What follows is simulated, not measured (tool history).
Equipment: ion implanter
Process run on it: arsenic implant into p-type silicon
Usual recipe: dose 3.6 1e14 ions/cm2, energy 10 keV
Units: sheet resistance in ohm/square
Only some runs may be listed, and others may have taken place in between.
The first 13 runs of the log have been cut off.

| run | day | dose | energy | wafers since the last listed run | hours since the last dose calibration | hours since the extraction supply was calibrated | hours since the gauge calibration | read-back reference wafer on the same gauge, sheet resistance | sheet resistance |
|---|---|---|---|---|---|---|---|---|---|
| 14 | 16.446 | 3.6 | 7 | 1416 | 2145.3 | 205.3 | 197.2 | 265.05 | 270.16 |
|  | 17.6 | Faraday cup replaced and dose calibrated |
| 15 | 17.638 | 4.59 | 8.5 | 432 | 0.9 | 233.9 | 225.8 | 264.93 | 220.93 |
| 16 | 18.788 | 2.91 | 7.5 | 579 | 28.5 | 261.5 | 253.4 | 265 | 319.17 |
| 17 | 19.458 | 3.02 | 13.5 | 338 | 44.6 | 277.6 | 269.5 | 265.11 | 292.58 |
| 18 | 20.2 | 2.69 | 12 | 374 | 62.4 | 295.4 | 287.3 | 265.22 | 326.2 |
| 19 | 21.467 | 3.6 | 11 | 638 | 92.8 | 325.8 | 317.7 | 265.29 | 262.88 |
| 20 | 22.525 | 3.29 | 13 | 533 | 118.2 | 351.2 | 343.1 | 264.98 | 276.38 |
| 21 | 23.225 | 2.6 | 8.5 | 352 | 135 | 368 | 359.9 | 264.75 | 341.22 |
| 22 | 24.396 | 4.55 | 10 | 590 | 163.1 | 396.1 | 388 | 265.16 | 220.41 |
| 23 | 25.05 | 4.41 | 11.5 | 329 | 178.8 | 411.8 | 403.7 | 264.85 | 224.72 |
| 24 | 25.808 | 3.12 | 13 | 382 | 197 | 430 | 421.9 | 265.06 | 288.04 |
| 25 | 27.167 | 3.6 | 10 | 684 | 229.6 | 462.6 | 454.5 | 264.76 | 263.51 |
| 26 | 27.767 | 4.66 | 11 | 302 | 244 | 477 | 468.9 | 264.91 | 214.65 |
| 27 | 30.908 | 2.77 | 13.5 | 1584 | 319.4 | 552.4 | 544.3 | 265.1 | 313.66 |
| 28 | 31.571 | 3.18 | 12.5 | 334 | 335.3 | 568.3 | 560.2 | 265.37 | 285.13 |
|  | 32.608 | gauge calibrated |
| 29 | 32.962 | 4.19 | 11.5 | 701 | 368.7 | 601.7 | 8.5 | 265.1 | 232.39 |
| 30 | 34.446 | 4.25 | 10 | 748 | 404.3 | 637.3 | 44.1 | 264.96 | 232.28 |
| 31 | 35.317 | 3.6 | 10 | 439 | 425.2 | 658.2 | 65 | 264.87 | 263.25 |
| 32 | 36.046 | 3.6 | 10 | 367 | 442.7 | 675.7 | 82.5 | 265.03 | 263.97 |
| 33 | 37.242 | 3.24 | 8.5 | 603 | 471.4 | 704.4 | 111.2 | 265.11 | 289.52 |
| 34 | 38.388 | 4.3 | 10 | 577 | 498.9 | 731.9 | 138.7 | 264.9 | 230.6 |
| 35 | 39.162 | 3.6 | 10 | 390 | 517.5 | 750.5 | 157.3 | 265.05 | 264.28 |
| 36 | 40.175 | 3.91 | 11 | 510 | 541.8 | 774.8 | 181.6 | 265.2 | 246.45 |
| 37 | 40.967 | 3.6 | 10 | 399 | 560.8 | 793.8 | 200.6 | 264.93 | 264.12 |
| 38 | 42.346 | 3.6 | 10 | 695 | 593.9 | 826.9 | 233.7 | 265.11 | 264.17 |

Below are 3 alternative next runs, each starting from the tool's condition after run 38. Predict each:
| A | 42.362 | 3.93 | 10 | 8 | 594.3 | 827.3 | 234.1 | ? | ? |
| B | 42.362 | 2.71 | 10 | 8 | 594.3 | 827.3 | 234.1 | ? | ? |
| C | 42.362 | 3.25 | 13 | 8 | 594.3 | 827.3 | 234.1 | ? | ? |

| run | read-back reference wafer on the same gauge, sheet resistance | sheet resistance |
|---|---|---|
| A | 264.78 | 247.41 |
| B | 264.78 | 329.03 |
| C | 264.78 | 279.34 |
Stripped of hidden state, with their random variation kept, the same runs would have yielded:
| run | sheet resistance |
|---|---|
| A | 247.41 |
| B | 329.03 |
| C | 279.34 |
